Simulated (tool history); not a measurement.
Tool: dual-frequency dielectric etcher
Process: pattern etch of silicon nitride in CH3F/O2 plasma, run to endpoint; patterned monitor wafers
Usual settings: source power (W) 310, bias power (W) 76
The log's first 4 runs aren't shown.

| run | hour | source power (W) | bias power (W) | incoming incoming film thickness, nm | endpoint time (s) |
|---|---|---|---|---|---|
| 5 | 266.5 | 310 | 81 | 55.8 | 67.4 |
| 6 | 303.9 | 340 | 76 | 56 | 66 |
| 7 | 343.1 | 340 | 76 | 55.8 | 66.1 |
| 8 | 434.9 | 260 | 87 | 56.3 | 71.1 |
| 9 | 478 | 260 | 87 | 55.8 | 70 |
| 10 | 526.1 | 260 | 87 | 56 | 70.2 |
| 11 | 626.8 | 310 | 76 | 55.5 | 68.4 |
| 12 | 674.5 | 310 | 76 | 55.1 | 67.8 |
| 13 | 725.2 | 310 | 76 | 55.6 | 68.7 |
| 14 | 809.6 | 310 | 76 | 55.3 | 68.5 |
|  | 844.1 | wet clean of the chamber |
| 15 | 896.4 | 310 | 76 | 56.7 | 69.8 |
|  | 942.2 | source power generator calibrated |
| 16 | 956.8 | 310 | 76 | 56.5 | 68.3 |
| 17 | 1010.5 | 340 | 95 | 55.7 | 60 |
|  | 1037.3 | upper electrode replaced, of another model than before |
| 18 | 1103.5 | 380 | 60 | 56.4 | 68.2 |
| 19 | 1202 | 310 | 85 | 56 | 66.4 |
| 20 | 1273.9 | 370 | 88 | 56.1 | 63.2 |
|  | 1360 | wet clean of the chamber |
| 21 | 1360.5 | 260 | 87 | 56.4 | 69.1 |
| 22 | 1457.1 | 310 | 76 | 55.8 | 67.9 |
| 23 | 1752.9 | 310 | 62 | 55.8 | 70.9 |
| 24 | 1827.6 | 360 | 58 | 56.6 | 70 |
| 25 | 1892.3 | 310 | 76 | 55.4 | 67.4 |
|  | 1959.1 | wet clean of the chamber |
| 26 | 1985.1 | 250 | 91 | 56.1 | 68.9 |

Forecast run 27:
|  | 2075.2 | bias power generator calibrated |
| 27 | 2075.6 | 350 | 92 | 56.5 | ? |

endpoint time (s): 63.9
Without the tool's hidden state the same run would have given endpoint time (s) 63.6.
